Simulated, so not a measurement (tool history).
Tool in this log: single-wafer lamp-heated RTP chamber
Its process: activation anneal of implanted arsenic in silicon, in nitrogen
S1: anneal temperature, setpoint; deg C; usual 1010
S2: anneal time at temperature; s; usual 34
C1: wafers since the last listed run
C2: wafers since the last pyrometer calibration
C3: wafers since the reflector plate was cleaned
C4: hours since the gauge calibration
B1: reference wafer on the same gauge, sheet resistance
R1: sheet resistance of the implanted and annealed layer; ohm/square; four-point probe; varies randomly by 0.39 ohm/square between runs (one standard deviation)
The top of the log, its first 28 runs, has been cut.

run 29 hour=895.5 | S1=1024 S2=34 | C1=459 C2=1383 C3=2405 C4=353.6 | B1=111.13 | R1=97.85
run 30 hour=909.3 | S1=983 S2=47 | C1=220 C2=1603 C3=2625 C4=367.4 | B1=111.03 | R1=108.91
run 31 hour=939.1 | S1=1040 S2=19 | C1=475 C2=2079 C3=3101 C4=397.2 | B1=111 | R1=99.84
run 32 hour=960 | S1=1010 S2=34 | C1=333 C2=2413 C3=3434 C4=418.1 | B1=111.1 | R1=102.41
run 33 hour=982.5 | S1=1001 S2=47 | C1=359 C2=2772 C3=3794 C4=440.6 | B1=111.03 | R1=101.4
run 34 hour=1018 | S1=1010 S2=34 | C1=566 C2=3338 C3=4360 C4=476.1 | B1=110.95 | R1=102.08
run 35 hour=1045.7 | S1=1024 S2=16 | C1=442 C2=3780 C3=4802 C4=503.8 | B1=110.94 | R1=106.75
run 36 hour=1060.3 | S1=1010 S2=34 | C1=233 C2=4013 C3=5035 C4=518.4 | B1=111 | R1=102.14
run 37 hour=1077.4 | S1=1010 S2=49 | C1=272 C2=4286 C3=5308 C4=535.5 | B1=111.04 | R1=98.39
run 38 hour=1090 | S1=1010 S2=48 | C1=201 C2=4487 C3=5509 C4=548.1 | B1=111.03 | R1=98.12

Here are 3 independent what-if runs from the current tool condition. What would each one return?
run A hour=1090.4 | S1=1001 S2=34 | C1=6 C2=4494 C3=5516 C4=548.5 | B1=? | R1=?
run B hour=1090.4 | S1=1034 S2=24 | C1=6 C2=4494 C3=5516 C4=548.5 | B1=? | R1=?
run C hour=1090.4 | S1=992 S2=50 | C1=6 C2=4494 C3=5516 C4=548.5 | B1=? | R1=?

run=A B1=110.99 R1=104.94
run=B B1=110.99 R1=98.46
run=C B1=110.99 R1=103.55
With no hidden state in the tool, these same runs would have given:
run=A R1=104.94
run=B R1=98.46
run=C R1=103.55
